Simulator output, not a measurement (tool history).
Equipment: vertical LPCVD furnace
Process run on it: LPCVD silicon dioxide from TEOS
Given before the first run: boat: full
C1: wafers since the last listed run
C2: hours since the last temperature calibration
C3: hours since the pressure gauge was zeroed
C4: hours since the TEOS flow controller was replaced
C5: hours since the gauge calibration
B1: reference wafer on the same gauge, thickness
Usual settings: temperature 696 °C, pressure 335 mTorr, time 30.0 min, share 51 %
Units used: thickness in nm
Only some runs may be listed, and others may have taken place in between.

run 1 hour=0.0 | temperature=696 pressure=335 time=30.0 share=51 | C1=0 C2=2914.8 C3=647.8 C4=4844.6 C5=1086.1 | B1=176.10 | thickness=167.03
run 2 hour=89.4 | temperature=696 pressure=335 time=30.0 share=51 | C1=1073 C2=3004.2 C3=737.2 C4=4934.0 C5=1175.5 | B1=175.94 | thickness=167.12
run 3 hour=271.3 | temperature=696 pressure=335 time=30.0 share=51 | C1=2184 C2=3186.1 C3=919.1 C4=5115.9 C5=1357.4 | B1=176.20 | thickness=167.91
run 4 hour=342.0 | temperature=696 pressure=335 time=30.0 share=51 | C1=849 C2=3256.8 C3=989.8 C4=5186.6 C5=1428.1 | B1=176.12 | thickness=166.54
run 5 hour=449.0 | temperature=696 pressure=335 time=30.0 share=51 | C1=1285 C2=3363.8 C3=1096.8 C4=5293.6 C5=1535.1 | B1=175.97 | thickness=167.26
-- hour=490.7 gauge calibrated
run 6 hour=505.9 | temperature=696 pressure=385 time=30.0 share=51 | C1=683 C2=3420.7 C3=1153.7 C4=5350.5 C5=15.2 | B1=175.96 | thickness=179.24
run 7 hour=556.4 | temperature=690 pressure=335 time=30.0 share=51 | C1=606 C2=3471.2 C3=1204.2 C4=5401.0 C5=65.7 | B1=176.08 | thickness=144.78
run 8 hour=638.5 | temperature=696 pressure=335 time=30.0 share=51 | C1=985 C2=3553.3 C3=1286.3 C4=5483.1 C5=147.8 | B1=175.90 | thickness=168.04
run 9 hour=697.2 | temperature=696 pressure=335 time=30.0 share=51 | C1=704 C2=3612.0 C3=1345.0 C4=5541.8 C5=206.5 | B1=175.92 | thickness=166.99
run 10 hour=778.6 | temperature=696 pressure=335 time=30.0 share=51 | C1=977 C2=3693.4 C3=1426.4 C4=5623.2 C5=287.9 | B1=175.98 | thickness=167.25
-- hour=868.4 TEOS flow controller replaced
run 11 hour=868.9 | temperature=696 pressure=335 time=30.0 share=51 | C1=796 C2=3783.7 C3=1516.7 C4=0.5 C5=378.2 | B1=175.95 | thickness=167.47
run 12 hour=889.3 | temperature=696 pressure=335 time=30.0 share=51 | C1=244 C2=3804.1 C3=1537.1 C4=20.9 C5=398.6 | B1=176.03 | thickness=167.61
run 13 hour=985.1 | temperature=696 pressure=335 time=30.0 share=51 | C1=1150 C2=3899.9 C3=1632.9 C4=116.7 C5=494.4 | B1=175.99 | thickness=167.25
-- hour=1128.1 pressure gauge zeroed
run 14 hour=1238.6 | temperature=696 pressure=300 time=30.0 share=57 | C1=2756 C2=4153.4 C3=110.5 C4=370.2 C5=747.9 | B1=175.94 | thickness=167.42
-- hour=1524.0 thermocouples replaced and temperature profile calibrated
run 15 hour=1524.5 | temperature=706 pressure=335 time=26.0 share=51 | C1=3145 C2=0.5 C3=396.4 C4=656.1 C5=1033.8 | B1=176.06 | thickness=182.76
run 16 hour=1586.3 | temperature=696 pressure=335 time=30.0 share=61 | C1=742 C2=62.3 C3=458.2 C4=717.9 C5=1095.6 | B1=175.97 | thickness=182.30
run 17 hour=1636.2 | temperature=684 pressure=335 time=40.0 share=48 | C1=599 C2=112.2 C3=508.1 C4=767.8 C5=1145.5 | B1=175.88 | thickness=162.64
run 18 hour=1734.5 | temperature=686 pressure=335 time=20.5 share=43 | C1=1180 C2=210.5 C3=606.4 C4=866.1 C5=1243.8 | B1=176.18 | thickness=83.02
run 19 hour=1838.9 | temperature=704 pressure=285 time=40.5 share=59 | C1=1253 C2=314.9 C3=710.8 C4=970.5 C5=1348.2 | B1=176.19 | thickness=270.34
run 20 hour=2017.4 | temperature=696 pressure=335 time=30.0 share=51 | C1=2143 C2=493.4 C3=889.3 C4=1149.0 C5=1526.7 | B1=176.00 | thickness=167.59
run 21 hour=2097.5 | temperature=696 pressure=335 time=30.0 share=51 | C1=961 C2=573.5 C3=969.4 C4=1229.1 C5=1606.8 | B1=175.85 | thickness=167.40
-- hour=2129.9 gauge calibrated
run 22 hour=2219.6 | temperature=696 pressure=335 time=30.0 share=51 | C1=1466 C2=695.6 C3=1091.5 C4=1351.2 C5=89.7 | B1=176.06 | thickness=167.65
run 23 hour=2287.0 | temperature=684 pressure=335 time=36.0 share=51 | C1=809 C2=763.0 C3=1158.9 C4=1418.6 C5=157.1 | B1=175.96 | thickness=151.15
run 24 hour=2383.3 | temperature=704 pressure=270 time=30.0 share=51 | C1=1156 C2=859.3 C3=1255.2 C4=1514.9 C5=253.4 | B1=176.06 | thickness=180.68
run 25 hour=2638.7 | temperature=686 pressure=335 time=20.5 share=43 | C1=3067 C2=1114.7 C3=1510.6 C4=1770.3 C5=508.8 | B1=176.12 | thickness=82.70
run 26 hour=2726.5 | temperature=696 pressure=335 time=30.0 share=51 | C1=1054 C2=1202.5 C3=1598.4 C4=1858.1 C5=596.6 | B1=176.01 | thickness=167.28
run 27 hour=2783.4 | temperature=696 pressure=335 time=38.5 share=51 | C1=683 C2=1259.4 C3=1655.3 C4=1915.0 C5=653.5 | B1=175.88 | thickness=215.45

Below are 5 alternative next runs, each starting from the tool's condition after run 27. Predict each:
run A hour=2787.0 | temperature=696 pressure=335 time=30.0 share=51 | C1=43 C2=1263.0 C3=1658.9 C4=1918.6 C5=657.1 | B1=? | thickness=?
run B hour=2787.0 | temperature=696 pressure=285 time=30.0 share=51 | C1=43 C2=1263.0 C3=1658.9 C4=1918.6 C5=657.1 | B1=? | thickness=?
run C hour=2787.0 | temperature=696 pressure=335 time=30.0 share=55 | C1=43 C2=1263.0 C3=1658.9 C4=1918.6 C5=657.1 | B1=? | thickness=?
run D hour=2787.0 | temperature=696 pressure=335 time=21.5 share=60 | C1=43 C2=1263.0 C3=1658.9 C4=1918.6 C5=657.1 | B1=? | thickness=?
run E hour=2787.0 | temperature=696 pressure=335 time=34.0 share=51 | C1=43 C2=1263.0 C3=1658.9 C4=1918.6 C5=657.1 | B1=? | thickness=?

run=A B1=176.04 thickness=167.52
run=B B1=176.04 thickness=154.51
run=C B1=176.04 thickness=173.96
run=D B1=176.04 thickness=130.22
run=E B1=176.04 thickness=189.85
With the hidden condition removed and each run's random variation left untouched, the same runs would have given:
run=A thickness=167.52
run=B thickness=154.51
run=C thickness=173.96
run=D thickness=130.22
run=E thickness=189.85
